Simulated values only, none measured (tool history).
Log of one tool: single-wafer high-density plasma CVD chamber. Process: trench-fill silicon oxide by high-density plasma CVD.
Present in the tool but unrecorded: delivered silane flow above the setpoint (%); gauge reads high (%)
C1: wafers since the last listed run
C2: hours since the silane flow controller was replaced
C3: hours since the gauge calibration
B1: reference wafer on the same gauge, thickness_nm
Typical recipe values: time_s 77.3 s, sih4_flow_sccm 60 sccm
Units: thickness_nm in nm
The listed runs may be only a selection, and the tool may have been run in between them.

Run 1, hour 0.0: usual settings; C1 0; C2 3338.9; C3 132.7; B1 459.923. Result: thickness_nm 411.886 nm.
Run 2, hour 31.1: usual settings; C1 510; C2 3370.0; C3 163.8; B1 459.621. Result: thickness_nm 413.546 nm.
Run 3, hour 58.9: usual settings but sih4_flow_sccm 64 sccm; C1 456; C2 3397.8; C3 191.6; B1 460.270. Result: thickness_nm 441.531 nm.
Run 4, hour 75.9: usual settings; C1 279; C2 3414.8; C3 208.6; B1 460.141. Result: thickness_nm 409.849 nm.
Run 5, hour 101.6: usual settings; C1 422; C2 3440.5; C3 234.3; B1 460.007. Result: thickness_nm 412.655 nm.
Run 6, hour 170.8: usual settings; C1 1136; C2 3509.7; C3 303.5; B1 459.950. Result: thickness_nm 410.792 nm.
Run 7, hour 268.2: usual settings; C1 1600; C2 3607.1; C3 400.9; B1 459.753. Result: thickness_nm 409.776 nm.
Run 8, hour 284.8: usual settings; C1 272; C2 3623.7; C3 417.5; B1 460.303. Result: thickness_nm 410.449 nm.
Run 9, hour 311.4: usual settings; C1 436; C2 3650.3; C3 444.1; B1 460.401. Result: thickness_nm 411.048 nm.
Run 10, hour 330.4: usual settings but sih4_flow_sccm 54 sccm; C1 312; C2 3669.3; C3 463.1; B1 459.907. Result: thickness_nm 369.953 nm.
Run 11, hour 344.0: usual settings but sih4_flow_sccm 54 sccm; C1 223; C2 3682.9; C3 476.7; B1 459.496. Result: thickness_nm 369.124 nm.
Run 12, hour 357.8: usual settings; C1 226; C2 3696.7; C3 490.5; B1 459.651. Result: thickness_nm 409.746 nm.
Run 13, hour 447.5: usual settings but time_s 62.6 s, sih4_flow_sccm 49 sccm; C1 1473; C2 3786.4; C3 580.2; B1 460.116. Result: thickness_nm 270.007 nm.
Run 14, hour 478.7: usual settings but sih4_flow_sccm 64 sccm; C1 512; C2 3817.6; C3 611.4; B1 459.883. Result: thickness_nm 436.313 nm.
Run 15, hour 502.6: usual settings; C1 392; C2 3841.5; C3 635.3; B1 460.080. Result: thickness_nm 409.305 nm.
At hour 507.7: gauge calibrated.
Run 16, hour 527.7: usual settings but time_s 65.2 s; C1 412; C2 3866.6; C3 20.0; B1 460.042. Result: thickness_nm 344.304 nm.
At hour 552.0: silane flow controller replaced.
Run 17, hour 563.5: usual settings; C1 456; C2 11.5; C3 55.8; B1 460.149. Result: thickness_nm 434.705 nm.
Run 18, hour 587.6: usual settings but time_s 70.6 s, sih4_flow_sccm 64 sccm; C1 395; C2 35.6; C3 79.9; B1 460.203. Result: thickness_nm 423.983 nm.
Run 19, hour 606.9: usual settings but time_s 65.5 s, sih4_flow_sccm 69 sccm; C1 317; C2 54.9; C3 99.2; B1 460.093. Result: thickness_nm 425.738 nm.
Run 20, hour 630.7: usual settings but time_s 87.9 s, sih4_flow_sccm 51 sccm; C1 390; C2 78.7; C3 123.0; B1 459.835. Result: thickness_nm 420.703 nm.
Run 21, hour 651.5: usual settings but sih4_flow_sccm 50 sccm; C1 341; C2 99.5; C3 143.8; B1 460.157. Result: thickness_nm 363.044 nm.
Run 22, hour 681.4: usual settings but time_s 85.3 s, sih4_flow_sccm 68 sccm; C1 491; C2 129.4; C3 173.7; B1 460.173. Result: thickness_nm 543.195 nm.
Run 23, hour 709.1: usual settings but time_s 81.5 s; C1 455; C2 157.1; C3 201.4; B1 460.268. Result: thickness_nm 459.525 nm.

Forecast each of these 4 alternatives for the next run:
Run A, hour 709.5: usual settings; C1 6; C2 157.5; C3 201.8; B1 ?. Result: thickness_nm ?.
Run B, hour 709.5: usual settings but time_s 82.0 s; C1 6; C2 157.5; C3 201.8; B1 ?. Result: thickness_nm ?.
Run C, hour 709.5: usual settings but time_s 85.9 s, sih4_flow_sccm 49 sccm; C1 6; C2 157.5; C3 201.8; B1 ?. Result: thickness_nm ?.
Run D, hour 709.5: usual settings but time_s 68.1 s, sih4_flow_sccm 50 sccm; C1 6; C2 157.5; C3 201.8; B1 ?. Result: thickness_nm ?.

run       B1  thickness_nm
  A  460.127       433.887
  B  460.127       460.269
  C  460.127       393.763
  D  460.127       318.539
Without the tool's hidden state the same runs would have given:
run  thickness_nm
  A       436.037
  B       462.549
  C       395.715
  D       320.118
